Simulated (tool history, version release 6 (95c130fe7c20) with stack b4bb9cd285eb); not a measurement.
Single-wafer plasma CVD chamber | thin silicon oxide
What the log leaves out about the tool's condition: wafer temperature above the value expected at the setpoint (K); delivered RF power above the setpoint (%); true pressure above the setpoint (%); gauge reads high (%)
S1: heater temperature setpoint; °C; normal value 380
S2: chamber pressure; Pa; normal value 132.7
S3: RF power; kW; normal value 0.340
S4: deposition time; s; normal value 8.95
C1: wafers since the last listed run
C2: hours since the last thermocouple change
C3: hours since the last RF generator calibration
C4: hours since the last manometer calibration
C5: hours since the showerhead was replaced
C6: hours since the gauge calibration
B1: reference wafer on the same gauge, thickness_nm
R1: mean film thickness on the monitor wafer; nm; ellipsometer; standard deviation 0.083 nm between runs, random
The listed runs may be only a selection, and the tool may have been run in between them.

Run 1, day 0.000: usual settings; C1 0; C2 743.2; C3 1291.6; C4 1366.4; C5 7069.0; C6 112.5; B1 16.007. Result: R1 19.159 nm.
Run 2, day 0.542: usual settings; C1 232; C2 756.2; C3 1304.6; C4 1379.4; C5 7082.0; C6 125.5; B1 16.008. Result: R1 19.417 nm.
Run 3, day 1.808: usual settings; C1 542; C2 786.6; C3 1335.0; C4 1409.8; C5 7112.4; C6 155.9; B1 16.004. Result: R1 19.283 nm.
Run 4, day 3.233: usual settings; C1 610; C2 820.8; C3 1369.2; C4 1444.0; C5 7146.6; C6 190.1; B1 15.991. Result: R1 19.216 nm.
Run 5, day 4.650: usual settings; C1 606; C2 854.8; C3 1403.2; C4 1478.0; C5 7180.6; C6 224.1; B1 15.983. Result: R1 19.162 nm.
Run 6, day 5.179: usual settings; C1 226; C2 867.5; C3 1415.9; C4 1490.7; C5 7193.3; C6 236.8; B1 16.000. Result: R1 19.273 nm.
Run 7, day 6.208: usual settings but S1 388 °C, S4 7.67 s; C1 440; C2 892.2; C3 1440.6; C4 1515.4; C5 7218.0; C6 261.5; B1 16.014. Result: R1 16.406 nm.
Run 8, day 7.183: usual settings but S1 388 °C, S4 7.67 s; C1 417; C2 915.6; C3 1464.0; C4 1538.8; C5 7241.4; C6 284.9; B1 16.005. Result: R1 16.518 nm.
Run 9, day 8.542: usual settings but S2 143.9 Pa; C1 581; C2 948.2; C3 1496.6; C4 1571.4; C5 7274.0; C6 317.5; B1 15.995. Result: R1 20.008 nm.
Run 10, day 9.550: usual settings but S2 143.9 Pa; C1 431; C2 972.4; C3 1520.8; C4 1595.6; C5 7298.2; C6 341.7; B1 16.004. Result: R1 19.939 nm.
Run 11, day 10.558: usual settings but S2 143.9 Pa; C1 431; C2 996.6; C3 1545.0; C4 1619.8; C5 7322.4; C6 365.9; B1 15.975. Result: R1 19.873 nm.
Run 12, day 11.338: usual settings but S4 10.36 s; C1 333; C2 1015.3; C3 1563.7; C4 1638.5; C5 7341.1; C6 384.6; B1 15.973. Result: R1 22.295 nm.
Run 13, day 12.692: usual settings but S3 0.375 kW; C1 580; C2 1047.8; C3 1596.2; C4 1671.0; C5 7373.6; C6 417.1; B1 15.999. Result: R1 19.988 nm.
At day 13.133: thermocouple changed; heater temperature recalibrated.
Run 14, day 13.383: usual settings but S1 366 °C, S2 145.6 Pa, S3 0.300 kW, S4 10.14 s; C1 153; C2 6.0; C3 1612.8; C4 1687.6; C5 7390.2; C6 433.7; B1 15.991. Result: R1 22.015 nm.
At day 13.854: showerhead replaced.
Run 15, day 14.879: usual settings; C1 497; C2 41.9; C3 1648.7; C4 1723.5; C5 24.6; C6 469.6; B1 16.008. Result: R1 19.177 nm.
Run 16, day 15.883: usual settings but S3 0.395 kW; C1 430; C2 66.0; C3 1672.8; C4 1747.6; C5 48.7; C6 493.7; B1 15.993. Result: R1 20.245 nm.
Run 17, day 17.229: usual settings but S2 149.9 Pa; C1 576; C2 98.3; C3 1705.1; C4 1779.9; C5 81.0; C6 526.0; B1 16.000. Result: R1 20.493 nm.
Run 18, day 18.338: usual settings but S2 119.6 Pa, S4 10.52 s; C1 474; C2 124.9; C3 1731.7; C4 1806.5; C5 107.6; C6 552.6; B1 15.992. Result: R1 21.151 nm.
Run 19, day 18.988: usual settings but S1 371 °C, S3 0.310 kW, S4 7.40 s; C1 278; C2 140.5; C3 1747.3; C4 1822.1; C5 123.2; C6 568.2; B1 16.009. Result: R1 15.462 nm.
At day 20.667: RF generator calibrated.
At day 21.750: gauge calibrated.
Run 20, day 22.288: usual settings but S3 0.310 kW; C1 1270; C2 219.7; C3 38.9; C4 1901.3; C5 202.4; C6 12.9; B1 15.980. Result: R1 18.626 nm.
At day 22.846: capacitance manometer re-zeroed and calibrated.
Run 21, day 23.188: usual settings but S1 373 °C, S3 0.270 kW, S4 9.51 s; C1 242; C2 241.3; C3 60.5; C4 8.2; C5 224.0; C6 34.5; B1 16.019. Result: R1 18.645 nm.
Run 22, day 24.129: usual settings but S1 391 °C, S3 0.270 kW; C1 403; C2 263.9; C3 83.1; C4 30.8; C5 246.6; C6 57.1; B1 16.002. Result: R1 17.478 nm.
Run 23, day 24.833: usual settings; C1 301; C2 280.8; C3 100.0; C4 47.7; C5 263.5; C6 74.0; B1 15.985. Result: R1 19.302 nm.
Run 24, day 26.092: usual settings but S2 107.6 Pa, S4 10.21 s; C1 539; C2 311.0; C3 130.2; C4 77.9; C5 293.7; C6 104.2; B1 15.998. Result: R1 19.080 nm.
Run 25, day 27.258: usual settings but S1 366 °C; C1 499; C2 339.0; C3 158.2; C4 105.9; C5 321.7; C6 132.2; B1 16.001. Result: R1 19.322 nm.
Run 26, day 28.375: usual settings; C1 478; C2 365.8; C3 185.0; C4 132.7; C5 348.5; C6 159.0; B1 16.004. Result: R1 19.199 nm.
Run 27, day 29.404: usual settings but S1 387 °C, S3 0.295 kW, S4 10.38 s; C1 440; C2 390.5; C3 209.7; C4 157.4; C5 373.2; C6 183.7; B1 15.995. Result: R1 20.868 nm.
Run 28, day 29.917: usual settings; C1 219; C2 402.8; C3 222.0; C4 169.7; C5 385.5; C6 196.0; B1 16.010. Result: R1 19.225 nm.
Run 29, day 31.392: usual settings but S1 386 °C, S2 101.1 Pa, S3 0.395 kW, S4 9.95 s; C1 631; C2 438.2; C3 257.4; C4 205.1; C5 420.9; C6 231.4; B1 16.012. Result: R1 18.848 nm.

Below are 4 alternative next runs, each starting from the tool's condition after run 29. Predict each:
Run A, day 31.408: usual settings but S2 154.4 Pa; C1 7; C2 438.6; C3 257.8; C4 205.5; C5 421.3; C6 231.8; B1 ?. Result: R1 ?.
Run B, day 31.408: usual settings but S1 387 °C, S4 10.48 s; C1 7; C2 438.6; C3 257.8; C4 205.5; C5 421.3; C6 231.8; B1 ?. Result: R1 ?.
Run C, day 31.408: usual settings but S1 367 °C, S3 0.400 kW, S4 10.67 s; C1 7; C2 438.6; C3 257.8; C4 205.5; C5 421.3; C6 231.8; B1 ?. Result: R1 ?.
Run D, day 31.408: usual settings but S3 0.315 kW, S4 7.52 s; C1 7; C2 438.6; C3 257.8; C4 205.5; C5 421.3; C6 231.8; B1 ?. Result: R1 ?.

run      B1      R1
  A  15.999  20.835
  B  15.999  22.375
  C  15.999  24.561
  D  15.999  15.673
Stripped of hidden state, with their random variation kept, the same runs would have yielded:
run      R1
  A  20.835
  B  22.375
  C  24.561
  D  15.673
